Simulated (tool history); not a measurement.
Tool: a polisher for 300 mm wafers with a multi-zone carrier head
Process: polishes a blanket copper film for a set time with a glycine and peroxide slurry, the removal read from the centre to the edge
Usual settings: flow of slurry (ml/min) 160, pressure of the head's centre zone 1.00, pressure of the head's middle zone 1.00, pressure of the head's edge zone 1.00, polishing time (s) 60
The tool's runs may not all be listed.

run	day	flow of slurry (ml/min)	pressure of the head's centre zone	pressure of the head's middle zone	pressure of the head's edge zone	polishing time (s)	incoming thickness of the incoming film, nm	film removed at the wafer's centre (angstrom)	film removed at mid-radius (angstrom)	film removed at the wafer's edge (angstrom)
1	0.000	160	1.00	1.00	1.08	60	1094.7	3163	3048	3158
2	0.533	150	1.00	1.00	1.00	60	1101.1	3067	2917	3015
3	0.817	150	1.00	1.00	1.00	60	1093.4	3031	3031	3033
4	1.546	150	1.00	1.00	1.00	60	1111.6	3049	3023	2992
5	1.938	135	1.00	0.94	1.00	60	1096.3	2939	2698	2991
6	2.667	160	1.00	1.00	1.00	60	1107.0	3154	3050	3007
# day 2.850: centre zone pressure recalibrated
# day 3.350: worn pad replaced by a new one
# day 3.446: edge zone pressure recalibrated
7	3.467	160	1.00	1.00	1.00	77	1120.8	3804	3869	3872
# day 3.704: carrier head's membrane replaced by a new one
8	3.771	160	1.00	1.00	1.00	77	1109.5	3791	3855	3893
9	4.154	160	1.00	0.90	1.00	60	1114.7	2960	2814	3062
10	4.617	120	0.89	1.00	0.88	60	1109.3	2503	2745	2693
11	5.158	160	1.00	1.00	1.00	60	1104.1	2968	3075	3073
12	5.738	160	1.04	1.00	1.00	60	1104.3	3095	3001	2989
# day 5.821: slurry nozzle cleaned
13	6.229	160	1.00	1.00	1.00	60	1117.4	3319	3268	3194
14	6.529	160	1.00	1.00	0.93	60	1088.5	3280	3279	3092
15	7.021	180	1.00	1.00	1.00	60	1089.0	3320	3241	3300
16	7.354	205	1.00	1.00	1.00	60	1113.4	3428	3391	3343
17	7.879	160	1.00	1.05	1.05	60	1087.5	3261	3326	3229
18	8.608	160	1.00	0.94	0.89	60	1104.6	3272	3028	3075
19	9.079	160	0.93	1.00	1.04	60	1116.2	3090	3219	3161
20	9.354	190	0.95	1.00	0.95	60	1120.7	3258	3278	3199
21	9.962	120	0.89	1.00	0.88	60	1105.7	2770	2884	2831
22	10.362	160	0.96	0.93	1.00	66	1117.3	3486	3305	3385
23	10.925	160	0.96	1.00	1.00	49	1088.8	2570	2534	2516

Forecast each of these 3 alternatives for the next run:
A	10.942	160	1.00	1.00	1.00	60	1090.4	?	?	?
B	10.942	180	1.00	0.89	1.00	60	1090.4	?	?	?
C	10.942	160	1.00	0.96	1.07	60	1090.4	?	?	?

run	film removed at the wafer's centre (angstrom)	film removed at mid-radius (angstrom)	film removed at the wafer's edge (angstrom)
A	3270	3140	3133
B	3365	2950	3196
C	3270	3043	3234
Without the tool's hidden state the same runs would have given:
run	film removed at the wafer's centre (angstrom)	film removed at mid-radius (angstrom)	film removed at the wafer's edge (angstrom)
A	3213	3267	3223
B	3289	3056	3278
C	3213	3167	3327
